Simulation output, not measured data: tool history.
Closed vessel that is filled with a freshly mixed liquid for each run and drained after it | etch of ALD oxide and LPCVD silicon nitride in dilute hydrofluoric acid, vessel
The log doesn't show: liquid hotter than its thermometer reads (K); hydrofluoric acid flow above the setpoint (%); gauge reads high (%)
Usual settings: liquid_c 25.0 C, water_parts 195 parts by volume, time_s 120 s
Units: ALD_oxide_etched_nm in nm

| run | day | liquid_c | water_parts | time_s | wafers since the last listed run | hours since the thermometer was replaced | hours since the hydrofluoric acid flow meter was replaced | hours since the gauge calibration | read-back film thickness of the ALD oxide reference wafer, read on the same gauge (nm) | ALD_oxide_etched_nm |
|---|---|---|---|---|---|---|---|---|---|---|
| 1 | 0.000 | 25.0 | 195 | 120 | 0 | 1789.4 | 1274.5 | 172.2 | 29.98 | 5.81 |
| 2 | 0.258 | 25.0 | 195 | 120 | 496 | 1795.6 | 1280.7 | 178.4 | 29.97 | 5.80 |
| 3 | 0.996 | 25.0 | 195 | 120 | 1416 | 1813.3 | 1298.4 | 196.1 | 29.96 | 5.85 |
| 4 | 1.250 | 25.0 | 195 | 120 | 488 | 1819.4 | 1304.5 | 202.2 | 29.97 | 5.85 |
| 5 | 1.696 | 25.0 | 195 | 120 | 856 | 1830.1 | 1315.2 | 212.9 | 30.01 | 5.81 |
| 6 | 2.025 | 25.0 | 195 | 120 | 632 | 1838.0 | 1323.1 | 220.8 | 30.00 | 5.80 |
| 7 | 2.646 | 25.0 | 150 | 120 | 1192 | 1852.9 | 1338.0 | 235.7 | 29.98 | 7.93 |
| 8 | 3.258 | 25.0 | 150 | 120 | 1176 | 1867.6 | 1352.7 | 250.4 | 30.00 | 7.92 |
| 9 | 3.988 | 25.0 | 195 | 120 | 1400 | 1885.1 | 1370.2 | 267.9 | 29.99 | 5.83 |
| 10 | 4.512 | 25.0 | 160 | 120 | 1008 | 1897.7 | 1382.8 | 280.5 | 30.00 | 7.44 |
| 11 | 5.046 | 25.0 | 160 | 120 | 1024 | 1910.5 | 1395.6 | 293.3 | 30.02 | 7.45 |
| 12 | 5.512 | 26.5 | 270 | 120 | 896 | 1921.7 | 1406.8 | 304.5 | 30.00 | 4.14 |
| 13 | 6.008 | 28.0 | 145 | 60 | 952 | 1933.6 | 1418.7 | 316.4 | 29.99 | 4.63 |
|  | 6.308 | hydrofluoric acid flow meter replaced |
| 14 | 6.412 | 20.0 | 195 | 120 | 696 | 1943.3 | 2.5 | 326.1 | 29.98 | 4.24 |
| 15 | 6.871 | 27.0 | 235 | 180 | 880 | 1954.3 | 13.5 | 337.1 | 29.98 | 6.63 |
|  | 7.312 | gauge calibrated |
| 16 | 7.567 | 25.0 | 195 | 120 | 1336 | 1971.0 | 30.2 | 6.1 | 29.98 | 5.19 |
|  | 7.854 | thermometer replaced |
| 17 | 7.996 | 23.5 | 245 | 120 | 744 | 3.4 | 40.5 | 16.4 | 30.00 | 3.71 |
| 18 | 8.583 | 22.5 | 195 | 120 | 1128 | 17.5 | 54.6 | 30.5 | 30.02 | 4.75 |
| 19 | 9.242 | 25.0 | 195 | 120 | 1264 | 33.3 | 70.4 | 46.3 | 29.99 | 5.17 |
| 20 | 9.625 | 25.0 | 225 | 80 | 736 | 42.5 | 79.6 | 55.5 | 29.98 | 2.89 |
| 21 | 10.321 | 25.0 | 195 | 120 | 1336 | 59.2 | 96.3 | 72.2 | 29.99 | 5.21 |
| 22 | 10.696 | 25.0 | 195 | 120 | 720 | 68.2 | 105.3 | 81.2 | 30.02 | 5.25 |

3 ways to go on from here, each from the tool as it stands after run 22. What would each give?
| A | 10.725 | 25.0 | 195 | 145 | 56 | 68.9 | 106.0 | 81.9 | ? | ? |
| B | 10.725 | 26.5 | 285 | 190 | 56 | 68.9 | 106.0 | 81.9 | ? | ? |
| C | 10.725 | 23.0 | 195 | 120 | 56 | 68.9 | 106.0 | 81.9 | ? | ? |

| run | read-back film thickness of the ALD oxide reference wafer, read on the same gauge (nm) | ALD_oxide_etched_nm |
|---|---|---|
| A | 30.00 | 6.36 |
| B | 30.00 | 5.47 |
| C | 30.00 | 4.89 |
Without the tool's hidden state the same runs would have given:
| run | ALD_oxide_etched_nm |
|---|---|
| A | 6.21 |
| B | 5.33 |
| C | 4.77 |
